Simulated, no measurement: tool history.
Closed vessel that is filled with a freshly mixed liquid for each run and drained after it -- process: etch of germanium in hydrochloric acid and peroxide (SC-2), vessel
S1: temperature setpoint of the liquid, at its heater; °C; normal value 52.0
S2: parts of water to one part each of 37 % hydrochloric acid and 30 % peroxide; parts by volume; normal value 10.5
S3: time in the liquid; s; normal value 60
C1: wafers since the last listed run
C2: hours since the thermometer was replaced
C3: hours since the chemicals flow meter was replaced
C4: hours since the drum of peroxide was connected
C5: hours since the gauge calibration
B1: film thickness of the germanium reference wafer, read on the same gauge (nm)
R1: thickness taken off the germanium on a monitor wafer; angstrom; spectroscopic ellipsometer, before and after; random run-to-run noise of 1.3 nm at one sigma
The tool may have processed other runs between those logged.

run,hour,S1,S2,S3,C1,C2,C3,C4,C5,B1,R1
1,0.0,52.0,13.5,40,0,460.5,722.2,87.8,887.2,118.16,1183.2
2,38.9,52.0,13.5,40,4399,499.4,761.1,126.7,926.1,118.09,1157.3
3,74.3,52.0,13.5,40,4003,534.8,796.5,162.1,961.5,117.99,1161.5
4,100.5,52.0,10.5,60,2963,561.0,822.7,188.3,987.7,117.89,1789.9
5,157.9,52.0,10.5,60,6492,618.4,880.1,245.7,1045.1,117.82,1798.4
# hour 213.0: thermometer replaced
# hour 217.3: new drum of peroxide connected
6,229.1,52.0,10.5,60,7826,16.1,951.3,11.8,1116.3,117.64,1792.0
7,278.8,52.0,10.5,60,5621,65.8,1001.0,61.5,1166.0,117.48,1782.9
8,342.2,52.0,10.5,60,7170,129.2,1064.4,124.9,1229.4,117.34,1779.0
9,376.9,52.0,10.5,60,3924,163.9,1099.1,159.6,1264.1,117.28,1780.2
10,438.3,52.0,10.5,60,6944,225.3,1160.5,221.0,1325.5,117.10,1784.1
11,487.6,52.0,10.5,60,5575,274.6,1209.8,270.3,1374.8,117.02,1768.1
# hour 510.8: new drum of peroxide connected
12,517.4,52.0,10.5,60,3257,304.4,1239.6,6.6,1404.6,116.95,1796.6
13,546.5,52.0,10.5,60,3291,333.5,1268.7,35.7,1433.7,116.89,1771.2
14,582.6,44.5,10.5,60,4082,369.6,1304.8,71.8,1469.8,116.76,1406.9
15,620.1,52.0,10.5,60,4241,407.1,1342.3,109.3,1507.3,116.68,1782.5
16,647.6,52.0,10.5,60,3110,434.6,1369.8,136.8,1534.8,116.66,1776.6
17,710.1,52.0,13.0,60,7068,497.1,1432.3,199.3,1597.3,116.50,1722.4
# hour 714.1: gauge calibrated
# hour 762.0: chemicals flow meter replaced
18,762.5,46.5,10.5,60,5813,549.5,0.5,251.7,48.4,119.87,1516.3
19,791.0,60.5,10.5,60,3223,578.0,29.0,280.2,76.9,119.77,2364.6
20,835.1,60.5,10.5,60,4987,622.1,73.1,324.3,121.0,119.65,2341.0
# hour 898.2: new drum of peroxide connected
# hour 917.1: thermometer replaced
21,1016.5,52.0,10.5,60,20290,99.4,254.5,118.3,302.4,119.23,1808.0
22,1063.9,58.0,8.5,45,5361,146.8,301.9,165.7,349.8,119.16,1663.7
23,1106.1,52.0,10.5,85,4772,189.0,344.1,207.9,392.0,119.06,2565.3
24,1158.4,52.0,14.5,75,5915,241.3,396.4,260.2,444.3,118.94,2146.2
25,1199.5,47.5,10.5,60,4648,282.4,437.5,301.3,485.4,118.83,1558.5
26,1255.0,52.0,10.5,60,6277,337.9,493.0,356.8,540.9,118.75,1817.3
# hour 1282.8: new drum of peroxide connected
27,1283.3,52.0,10.5,60,3087,366.2,521.3,0.5,569.2,118.65,1808.4
28,1318.4,52.0,10.5,75,3969,401.3,556.4,35.6,604.3,118.55,2264.5

5 options for the next run, each taken on its own from the tool as it stands now. Forecast them:
A,1319.1,52.0,10.5,60,79,402.0,557.1,36.3,605.0,?,?
B,1319.1,60.0,8.0,70,79,402.0,557.1,36.3,605.0,?,?
C,1319.1,52.0,10.5,40,79,402.0,557.1,36.3,605.0,?,?
D,1319.1,48.5,8.0,50,79,402.0,557.1,36.3,605.0,?,?
E,1319.1,55.5,10.5,60,79,402.0,557.1,36.3,605.0,?,?

run,B1,R1
A,118.58,1819.1
B,118.58,2773.0
C,118.58,1212.7
D,118.58,1389.1
E,118.58,2024.7
The same runs, with their run-to-run variation unchanged, on a tool lacking any hidden condition would have given:
run,R1
A,1841.2
B,2806.6
C,1227.4
D,1405.9
E,2049.2

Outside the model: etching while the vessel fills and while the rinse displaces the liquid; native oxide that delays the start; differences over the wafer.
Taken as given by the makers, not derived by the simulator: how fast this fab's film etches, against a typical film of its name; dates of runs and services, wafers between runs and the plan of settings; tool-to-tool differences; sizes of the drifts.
